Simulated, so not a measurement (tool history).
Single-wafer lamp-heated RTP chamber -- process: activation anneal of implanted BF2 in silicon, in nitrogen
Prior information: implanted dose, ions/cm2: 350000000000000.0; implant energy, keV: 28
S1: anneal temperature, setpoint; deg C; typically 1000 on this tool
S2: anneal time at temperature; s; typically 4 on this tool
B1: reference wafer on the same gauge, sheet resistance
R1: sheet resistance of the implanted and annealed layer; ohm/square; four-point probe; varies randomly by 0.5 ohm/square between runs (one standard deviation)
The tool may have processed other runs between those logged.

run	hour	S1	S2	B1	R1
1	0.0	1000	4	268.01	329.38
2	33.1	994	6	267.93	330.19
# hour 51.5: pyrometer window cleaned and pyrometer calibrated
3	52.0	1000	4	267.99	329.81
4	75.6	1000	4	268.06	330.15
5	93.0	1000	4	268.04	329.72
6	113.5	1000	4	267.94	330.17
7	153.3	1000	4	267.95	329.92
8	183.9	1000	4	268.04	329.63
9	216.0	1000	4	268.07	329.20
10	249.2	1000	4	267.99	329.61
# hour 263.0: pyrometer window cleaned and pyrometer calibrated
11	263.5	1000	4	268.07	328.26
12	288.0	1000	4	268.04	329.01
13	321.3	1000	4	267.99	328.74
14	334.3	1000	4	267.99	329.17
# hour 348.1: gauge calibrated
15	370.0	1000	4	268.01	329.43
16	399.7	1000	4	267.91	329.35
17	425.5	1000	4	268.09	328.85

Expected results for the next run?
18	441.9	1026	3	?	?

{"run 18": {"B1": 268.06, "R1": 327.33}}
Take away the tool's hidden state, keep the run-to-run variation as it was, and the same run would have given R1 327.39 ohm/square.
